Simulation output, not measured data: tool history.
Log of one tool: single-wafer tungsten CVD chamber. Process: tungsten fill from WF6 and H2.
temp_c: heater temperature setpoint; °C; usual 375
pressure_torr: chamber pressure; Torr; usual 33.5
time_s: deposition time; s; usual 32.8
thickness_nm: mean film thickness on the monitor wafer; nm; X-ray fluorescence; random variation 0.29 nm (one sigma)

run	hour	temp_c	pressure_torr	time_s	wafers since the last listed run	hours since the last thermocouple change	hours since the last manometer calibration	hours since the showerhead was replaced	hours since the gauge calibration	read-back reference wafer on the same gauge, thickness_nm	thickness_nm
1	0	375	33.5	32.8	0	804.5	1255.5	5290.7	25.3	63.977	60.933
2	90.4	366	39.8	32.8	1404	894.9	1345.9	5381.1	115.7	64.049	58.223
3	165.3	366	39.8	32.8	1163	969.8	1420.8	5456	190.6	64.05	58.03
4	226.9	366	39.8	32.8	957	1031.4	1482.4	5517.6	252.2	64.057	58.157
5	269.2	375	33.5	32.8	657	1073.7	1524.7	5559.9	294.5	64.005	59.963
6	345.4	375	33.5	32.8	1183	1149.9	1600.9	5636.1	370.7	64.001	60.123
7	555.4	375	33.5	32.8	3262	1359.9	1810.9	5846.1	580.7	63.946	59.385
8	611.6	375	39.5	32.8	873	1416.1	1867.1	5902.3	636.9	64.043	66.543
9	690.3	375	39.5	32.8	1222	1494.8	1945.8	5981	715.6	64.024	66.829
10	784.6	375	39.5	32.8	1465	1589.1	2040.1	6075.3	809.9	63.88	65.8
11	863.8	375	33.5	34.9	1230	1668.3	2119.3	6154.5	889.1	63.983	61.466
# hour 872.8: thermocouple changed; heater temperature recalibrated
# hour 962.9: showerhead replaced
12	1114.5	375	33.5	34.9	3646	241.7	2370	151.6	1139.8	64.031	66.217
13	1190.9	371	37.9	32.8	1186	318.1	2446.4	228	1216.2	63.994	63.08
14	1252.3	375	33.5	29.7	953	379.5	2507.8	289.4	1277.6	63.915	56.317
15	1290.5	360	26.2	29.5	593	417.7	2546	327.6	1315.8	63.961	33.84
# hour 1363.6: capacitance manometer re-zeroed and calibrated
16	1387.5	360	26.2	29.5	1382	514.7	23.9	424.6	1412.8	63.953	33.046
17	1473.1	384	28.6	37	1329	600.3	109.5	510.2	1498.4	64.009	70.472
18	1552.2	375	33.5	32.8	1228	679.4	188.6	589.3	1577.5	64.001	59.91
# hour 1582.5: gauge calibrated
19	1658.2	389	40.2	35	1646	785.4	294.6	695.3	75.7	63.986	94.132
20	1706.6	375	33.5	27.7	751	833.8	343	743.7	124.1	64.032	50.044
21	1795.9	370	36.7	34.5	1387	923.1	432.3	833	213.4	64.068	61.034
22	1885.6	385	25.7	38.9	1393	1012.8	522	922.7	303.1	64.051	67.249
23	1935.4	375	25.6	32.8	773	1062.6	571.8	972.5	352.9	63.995	46.677
24	2027.9	370	38.8	30	1437	1155.1	664.3	1065	445.4	64.011	54.612
25	2122.1	360	26.2	29.5	1463	1249.3	758.5	1159.2	539.6	64.053	32.022

Forecast each of these 4 alternatives for the next run:
A	2122.5	382	33.5	32.8	6	1249.7	758.9	1159.6	540	?	?
B	2122.5	385	33.5	32.8	6	1249.7	758.9	1159.6	540	?	?
C	2122.5	375	31.4	35.8	6	1249.7	758.9	1159.6	540	?	?
D	2122.5	375	29.7	34.8	6	1249.7	758.9	1159.6	540	?	?

run	read-back reference wafer on the same gauge, thickness_nm	thickness_nm
A	63.94	66.506
B	63.94	70.164
C	63.94	60.696
D	63.94	56.279
Without the tool's hidden state the same runs would have given:
run	thickness_nm
A	69.433
B	73.196
C	63.446
D	58.826
